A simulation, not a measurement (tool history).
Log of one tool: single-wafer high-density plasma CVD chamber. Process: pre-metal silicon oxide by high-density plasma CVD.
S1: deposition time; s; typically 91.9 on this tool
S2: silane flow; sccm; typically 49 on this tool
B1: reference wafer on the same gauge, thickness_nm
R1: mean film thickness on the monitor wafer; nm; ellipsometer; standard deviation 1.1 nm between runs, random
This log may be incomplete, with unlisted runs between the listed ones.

run,hour,S1,S2,B1,R1
1,0,91.9,49,500.869,432.307
2,6.3,91.9,49,501.106,431.083
3,24.2,91.9,49,500.953,431.352
4,30.6,91.9,49,501.024,431.954
5,58.9,91.9,49,501.087,432.057
6,76.2,91.9,49,501.024,430.695
7,92.6,81.2,49,500.766,380.176
8,110.4,81.2,49,500.85,381.87
9,127,81.2,49,500.947,381.402
10,136.3,101.3,41,500.631,398.237
11,143.3,85.6,39,500.958,318.788
12,152.1,91.9,49,501.053,431.318
13,159.6,91.9,44,500.622,388.447
14,170.3,91.9,52,501.044,457.589
15,188.2,91.9,53,501.074,466.794
16,197.8,91.9,49,500.745,431.192
17,205.2,91.9,49,501.037,431.099
18,222.9,85.9,56,500.968,462.662
19,231.3,78.1,57,500.621,427.993
20,244.7,87,41,500.828,342.11

The log once held 2 entries between its listed runs, left out of this copy. Where does each go, and what is different about the tool's unlogged condition between the listed run before it and the listed run after it?
Runs 8 to 9: silane flow controller replaced (hour 126.5)
  both runs share identical hidden conditions
Runs 15 to 16: gauge calibrated (hour 194)
  both runs share identical hidden conditions
